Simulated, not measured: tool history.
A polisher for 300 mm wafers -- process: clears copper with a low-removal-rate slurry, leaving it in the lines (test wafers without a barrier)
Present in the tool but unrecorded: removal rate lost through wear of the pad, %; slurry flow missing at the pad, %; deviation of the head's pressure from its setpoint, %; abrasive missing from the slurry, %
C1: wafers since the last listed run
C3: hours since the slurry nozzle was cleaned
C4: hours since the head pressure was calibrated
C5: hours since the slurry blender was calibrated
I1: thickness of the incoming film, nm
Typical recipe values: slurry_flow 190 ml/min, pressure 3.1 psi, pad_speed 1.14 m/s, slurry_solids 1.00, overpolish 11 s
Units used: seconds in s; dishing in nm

Run 1, hour 0.0: usual settings but slurry_flow 170 ml/min, pressure 3.5 psi; C1 0; wafers polished on this pad 253; C3 769.2; C4 615.6; C5 341.6; I1 274.0. Result: seconds 89.4 s, dishing 20.5 nm.
At hour 28.2: slurry nozzle cleaned.
Run 2, hour 62.8: usual settings but slurry_flow 170 ml/min, pressure 3.5 psi; C1 538; wafers polished on this pad 792; C3 34.6; C4 678.4; C5 404.4; I1 270.1. Result: seconds 91.8 s, dishing 20.1 nm.
At hour 77.4: slurry blender recalibrated.
Run 3, hour 126.7: usual settings but slurry_flow 170 ml/min, pressure 3.5 psi; C1 539; wafers polished on this pad 1331; C3 98.5; C4 742.3; C5 49.3; I1 275.8. Result: seconds 95.5 s, dishing 19.0 nm.
Run 4, hour 164.8: usual settings; C1 332; wafers polished on this pad 1663; C3 136.6; C4 780.4; C5 87.4; I1 271.6. Result: seconds 101.6 s, dishing 17.8 nm.
Run 5, hour 221.1: usual settings; C1 490; wafers polished on this pad 2154; C3 192.9; C4 836.7; C5 143.7; I1 268.9. Result: seconds 100.7 s, dishing 18.8 nm.
At hour 261.7: head pressure recalibrated.
Run 6, hour 262.2: usual settings but slurry_flow 210 ml/min; C1 340; wafers polished on this pad 2495; C3 234.0; C4 0.5; C5 184.8; I1 272.8. Result: seconds 103.1 s, dishing 18.5 nm.
Run 7, hour 321.5: usual settings but pressure 2.4 psi; C1 516; wafers polished on this pad 3012; C3 293.3; C4 59.8; C5 244.1; I1 269.1. Result: seconds 116.9 s, dishing 16.2 nm.
At hour 332.5: worn pad replaced by a new one, repeated, since the last time left the tool worse.
Run 8, hour 348.6: usual settings but pressure 2.4 psi; C1 201; wafers polished on this pad 140; C3 320.4; C4 86.9; C5 271.2; I1 265.2. Result: seconds 99.4 s, dishing 18.8 nm.
Run 9, hour 416.9: usual settings but pad_speed 0.94 m/s, slurry_solids 1.25, overpolish 13 s; C1 595; wafers polished on this pad 735; C3 388.7; C4 155.2; C5 339.5; I1 268.0. Result: seconds 100.2 s, dishing 20.4 nm.
Run 10, hour 477.2: usual settings; C1 525; wafers polished on this pad 1261; C3 449.0; C4 215.5; C5 399.8; I1 271.8. Result: seconds 89.9 s, dishing 20.9 nm.
At hour 483.7: slurry blender recalibrated.
Run 11, hour 528.5: usual settings; C1 429; wafers polished on this pad 1691; C3 500.3; C4 266.8; C5 44.8; I1 269.4. Result: seconds 89.9 s, dishing 20.1 nm.
Run 12, hour 590.5: usual settings; C1 540; wafers polished on this pad 2231; C3 562.3; C4 328.8; C5 106.8; I1 268.5. Result: seconds 90.2 s, dishing 20.7 nm.
Run 13, hour 623.6: usual settings; C1 288; wafers polished on this pad 2520; C3 595.4; C4 361.9; C5 139.9; I1 274.9. Result: seconds 90.0 s, dishing 19.1 nm.
Run 14, hour 687.8: usual settings but slurry_flow 155 ml/min, pad_speed 1.54 m/s; C1 559; wafers polished on this pad 3079; C3 659.6; C4 426.1; C5 204.1; I1 275.1. Result: seconds 72.7 s, dishing 24.3 nm.
Run 15, hour 718.9: usual settings but slurry_flow 155 ml/min; C1 271; wafers polished on this pad 3350; C3 690.7; C4 457.2; C5 235.2; I1 268.0. Result: seconds 91.7 s, dishing 19.7 nm.
Run 16, hour 758.3: usual settings but slurry_flow 130 ml/min, overpolish 6 s; C1 343; wafers polished on this pad 3694; C3 730.1; C4 496.6; C5 274.6; I1 269.3. Result: seconds 99.5 s, dishing 11.5 nm.
At hour 827.1: worn pad replaced by a new one.
Run 17, hour 827.6: usual settings but pad_speed 1.46 m/s, slurry_solids 1.30, overpolish 17 s; C1 569; wafers polished on this pad 4; C3 799.4; C4 565.9; C5 343.9; I1 270.0. Result: seconds 64.1 s, dishing 33.8 nm.
Run 18, hour 888.1: usual settings but pad_speed 1.36 m/s; C1 527; wafers polished on this pad 532; C3 859.9; C4 626.4; C5 404.4; I1 270.3. Result: seconds 75.2 s, dishing 23.0 nm.
At hour 908.1: slurry blender recalibrated.
Run 19, hour 918.7: usual settings but slurry_flow 240 ml/min; C1 249; wafers polished on this pad 781; C3 890.5; C4 657.0; C5 10.6; I1 268.2. Result: seconds 85.5 s, dishing 20.4 nm.
Run 20, hour 944.8: usual settings but pad_speed 1.40 m/s, slurry_solids 1.30; C1 227; wafers polished on this pad 1008; C3 916.6; C4 683.1; C5 36.7; I1 272.1. Result: seconds 69.7 s, dishing 24.0 nm.
Run 21, hour 986.3: usual settings; C1 361; wafers polished on this pad 1370; C3 958.1; C4 724.6; C5 78.2; I1 265.1. Result: seconds 90.2 s, dishing 20.3 nm.
At hour 1002.4: slurry nozzle cleaned.
Run 22, hour 1032.9: usual settings but pressure 4.1 psi, pad_speed 0.88 m/s; C1 397; wafers polished on this pad 1768; C3 30.5; C4 771.2; C5 124.8; I1 271.7. Result: seconds 97.8 s, dishing 19.0 nm.
Run 23, hour 1071.5: usual settings but slurry_flow 145 ml/min, overpolish 16 s; C1 336; wafers polished on this pad 2104; C3 69.1; C4 809.8; C5 163.4; I1 264.6. Result: seconds 91.3 s, dishing 25.8 nm.
At hour 1087.4: head pressure recalibrated.
Run 24, hour 1119.7: usual settings; C1 402; wafers polished on this pad 2507; C3 117.3; C4 32.3; C5 211.6; I1 267.2. Result: seconds 88.5 s, dishing 20.5 nm.
Run 25, hour 1183.1: usual settings but pressure 3.8 psi; C1 552; wafers polished on this pad 3059; C3 180.7; C4 95.7; C5 275.0; I1 269.1. Result: seconds 79.5 s, dishing 22.6 nm.
At hour 1215.2: worn pad replaced by a new one.
Run 26, hour 1233.0: usual settings; C1 400; wafers polished on this pad 154; C3 230.6; C4 145.6; C5 324.9; I1 270.5. Result: seconds 89.2 s, dishing 21.1 nm.
Run 27, hour 1271.2: usual settings but slurry_flow 210 ml/min, pressure 4.1 psi, slurry_solids 1.30; C1 332; wafers polished on this pad 487; C3 268.8; C4 183.8; C5 363.1; I1 269.3. Result: seconds 68.2 s, dishing 24.2 nm.
Run 28, hour 1306.8: usual settings but slurry_flow 135 ml/min, pad_speed 0.78 m/s; C1 310; wafers polished on this pad 798; C3 304.4; C4 219.4; C5 398.7; I1 275.4. Result: seconds 138.7 s, dishing 14.8 nm.
At hour 1366.6: slurry blender recalibrated.
Run 29, hour 1499.9: usual settings but pad_speed 1.36 m/s, overpolish 14 s; C1 1665; wafers polished on this pad 2463; C3 497.5; C4 412.5; C5 133.3; I1 274.0. Result: seconds 79.8 s, dishing 28.2 nm.

The logged runs with the hidden state left out (each run's random variation unchanged):
run  seconds  dishing
  1     79.1     22.5
  2     79.8     22.3
  3     82.0     21.3
  4     86.7     20.1
  5     85.5     21.3
  6     87.3     21.0
  7     98.6     18.5
  8     98.4     18.9
  9     97.3     20.8
 10     86.3     21.5
 11     85.8     20.8
 12     85.6     21.5
 13     85.2     19.9
 14     68.7     25.3
 15     86.5     20.6
 16     93.8     12.1
 17     63.7     33.9
 18     73.3     23.4
 19     82.8     20.9
 20     67.1     24.6
 21     86.3     21.0
 22     93.1     19.8
 23     86.6     26.7
 24     83.6     21.4
 25     74.9     23.6
 26     88.7     21.2
 27     67.0     24.5
 28    135.1     15.1
 29     76.0     29.2

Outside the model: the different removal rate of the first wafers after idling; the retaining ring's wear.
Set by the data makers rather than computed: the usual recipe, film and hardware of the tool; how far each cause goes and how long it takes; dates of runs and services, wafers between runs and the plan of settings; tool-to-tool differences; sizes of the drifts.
